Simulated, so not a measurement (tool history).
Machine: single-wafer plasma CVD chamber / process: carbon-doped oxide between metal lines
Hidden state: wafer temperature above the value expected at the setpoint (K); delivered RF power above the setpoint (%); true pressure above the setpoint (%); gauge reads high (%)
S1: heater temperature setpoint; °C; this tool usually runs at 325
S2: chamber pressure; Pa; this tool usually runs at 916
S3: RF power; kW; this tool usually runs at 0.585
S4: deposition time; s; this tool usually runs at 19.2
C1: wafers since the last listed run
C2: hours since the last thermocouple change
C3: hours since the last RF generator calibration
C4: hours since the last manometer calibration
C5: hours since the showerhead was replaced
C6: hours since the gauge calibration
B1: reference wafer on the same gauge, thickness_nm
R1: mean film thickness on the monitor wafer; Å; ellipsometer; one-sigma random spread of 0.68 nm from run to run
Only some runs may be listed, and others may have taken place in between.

Run 1, hour 0.0: usual settings; C1 0; C2 1558.4; C3 447.5; C4 1306.1; C5 2263.6; C6 612.5; B1 122.032. Result: R1 1323.32 Å.
Run 2, hour 12.3: usual settings; C1 263; C2 1570.7; C3 459.8; C4 1318.4; C5 2275.9; C6 624.8; B1 121.952. Result: R1 1322.53 Å.
Run 3, hour 29.6: usual settings but S2 869 Pa; C1 370; C2 1588.0; C3 477.1; C4 1335.7; C5 2293.2; C6 642.1; B1 122.019. Result: R1 1310.19 Å.
Run 4, hour 47.2: usual settings but S2 869 Pa; C1 376; C2 1605.6; C3 494.7; C4 1353.3; C5 2310.8; C6 659.7; B1 121.972. Result: R1 1327.53 Å.
Run 5, hour 67.8: usual settings; C1 441; C2 1626.2; C3 515.3; C4 1373.9; C5 2331.4; C6 680.3; B1 122.041. Result: R1 1336.58 Å.
Run 6, hour 103.0: usual settings; C1 753; C2 1661.4; C3 550.5; C4 1409.1; C5 2366.6; C6 715.5; B1 122.087. Result: R1 1326.05 Å.
Run 7, hour 126.4: usual settings; C1 501; C2 1684.8; C3 573.9; C4 1432.5; C5 2390.0; C6 738.9; B1 121.972. Result: R1 1335.29 Å.
Run 8, hour 162.3: usual settings; C1 768; C2 1720.7; C3 609.8; C4 1468.4; C5 2425.9; C6 774.8; B1 122.008. Result: R1 1330.54 Å.
Run 9, hour 178.8: usual settings; C1 353; C2 1737.2; C3 626.3; C4 1484.9; C5 2442.4; C6 791.3; B1 122.002. Result: R1 1325.14 Å.
Run 10, hour 205.9: usual settings; C1 580; C2 1764.3; C3 653.4; C4 1512.0; C5 2469.5; C6 818.4; B1 122.012. Result: R1 1313.60 Å.
Run 11, hour 224.8: usual settings; C1 404; C2 1783.2; C3 672.3; C4 1530.9; C5 2488.4; C6 837.3; B1 122.015. Result: R1 1329.24 Å.
At hour 249.9: showerhead replaced, of another model than before.
At hour 254.1: thermocouple changed; heater temperature recalibrated.
Run 12, hour 254.6: usual settings; C1 377; C2 0.5; C3 702.1; C4 1560.7; C5 4.7; C6 867.1; B1 121.957. Result: R1 1337.44 Å.
Run 13, hour 273.1: usual settings but S4 20.9 s; C1 396; C2 19.0; C3 720.6; C4 1579.2; C5 23.2; C6 885.6; B1 121.907. Result: R1 1447.95 Å.
At hour 285.1: capacitance manometer re-zeroed and calibrated.
Run 14, hour 296.8: usual settings; C1 336; C2 42.7; C3 744.3; C4 11.7; C5 46.9; C6 909.3; B1 121.917. Result: R1 1333.44 Å.
Run 15, hour 323.2: usual settings but S1 329 °C, S3 0.540 kW; C1 565; C2 69.1; C3 770.7; C4 38.1; C5 73.3; C6 935.7; B1 122.045. Result: R1 1284.64 Å.
At hour 325.4: gauge calibrated.
Run 16, hour 336.5: usual settings but S1 319 °C, S2 716 Pa, S4 17.1 s; C1 284; C2 82.4; C3 784.0; C4 51.4; C5 86.6; C6 11.1; B1 121.956. Result: R1 1170.48 Å.
Run 17, hour 364.4: usual settings but S1 318 °C, S2 1131 Pa, S3 0.660 kW, S4 22.9 s; C1 597; C2 110.3; C3 811.9; C4 79.3; C5 114.5; C6 39.0; B1 122.063. Result: R1 1722.72 Å.
Run 18, hour 380.4: usual settings but S1 330 °C, S2 984 Pa, S3 0.550 kW, S4 20.8 s; C1 342; C2 126.3; C3 827.9; C4 95.3; C5 130.5; C6 55.0; B1 122.018. Result: R1 1382.58 Å.
Run 19, hour 400.0: usual settings; C1 419; C2 145.9; C3 847.5; C4 114.9; C5 150.1; C6 74.6; B1 122.061. Result: R1 1335.70 Å.
Run 20, hour 417.0: usual settings but S1 318 °C; C1 364; C2 162.9; C3 864.5; C4 131.9; C5 167.1; C6 91.6; B1 121.911. Result: R1 1377.93 Å.
Run 21, hour 436.1: usual settings but S1 313 °C, S4 15.4 s; C1 409; C2 182.0; C3 883.6; C4 151.0; C5 186.2; C6 110.7; B1 122.056. Result: R1 1123.63 Å.
At hour 446.5: RF generator calibrated.
Run 22, hour 457.2: usual settings but S1 312 °C, S4 22.1 s; C1 280; C2 203.1; C3 10.7; C4 172.1; C5 207.3; C6 131.8; B1 122.121. Result: R1 1642.61 Å.
Run 23, hour 492.6: usual settings but S1 312 °C, S2 1103 Pa, S4 15.8 s; C1 758; C2 238.5; C3 46.1; C4 207.5; C5 242.7; C6 167.2; B1 121.973. Result: R1 1193.24 Å.
Run 24, hour 527.4: usual settings but S1 337 °C, S2 1099 Pa, S3 0.500 kW, S4 21.9 s; C1 745; C2 273.3; C3 80.9; C4 242.3; C5 277.5; C6 202.0; B1 121.955. Result: R1 1443.46 Å.
Run 25, hour 551.1: usual settings; C1 507; C2 297.0; C3 104.6; C4 266.0; C5 301.2; C6 225.7; B1 121.941. Result: R1 1346.41 Å.
Run 26, hour 573.2: usual settings but S4 17.8 s; C1 473; C2 319.1; C3 126.7; C4 288.1; C5 323.3; C6 247.8; B1 122.008. Result: R1 1249.93 Å.
Run 27, hour 598.5: usual settings but S1 321 °C, S4 16.0 s; C1 541; C2 344.4; C3 152.0; C4 313.4; C5 348.6; C6 273.1; B1 121.968. Result: R1 1146.06 Å.
Run 28, hour 679.0: usual settings but S3 0.625 kW; C1 1724; C2 424.9; C3 232.5; C4 393.9; C5 429.1; C6 353.6; B1 121.975. Result: R1 1365.29 Å.

4 options for the next run, each taken on its own from the tool as it stands now. Forecast them:
Run A, hour 679.4: usual settings but S2 1065 Pa; C1 8; C2 425.3; C3 232.9; C4 394.3; C5 429.5; C6 354.0; B1 ?. Result: R1 ?.
Run B, hour 679.4: usual settings but S1 338 °C, S4 18.2 s; C1 8; C2 425.3; C3 232.9; C4 394.3; C5 429.5; C6 354.0; B1 ?. Result: R1 ?.
Run C, hour 679.4: usual settings but S1 313 °C, S3 0.660 kW; C1 8; C2 425.3; C3 232.9; C4 394.3; C5 429.5; C6 354.0; B1 ?. Result: R1 ?.
Run D, hour 679.4: usual settings but S3 0.660 kW; C1 8; C2 425.3; C3 232.9; C4 394.3; C5 429.5; C6 354.0; B1 ?. Result: R1 ?.

run       B1       R1
  A  121.980  1363.02
  B  121.980  1214.16
  C  121.980  1464.75
  D  121.980  1387.05
With the hidden condition removed and each run's random variation left untouched, the same runs would have given:
run       R1
  A  1370.53
  B  1220.85
  C  1472.82
  D  1394.69
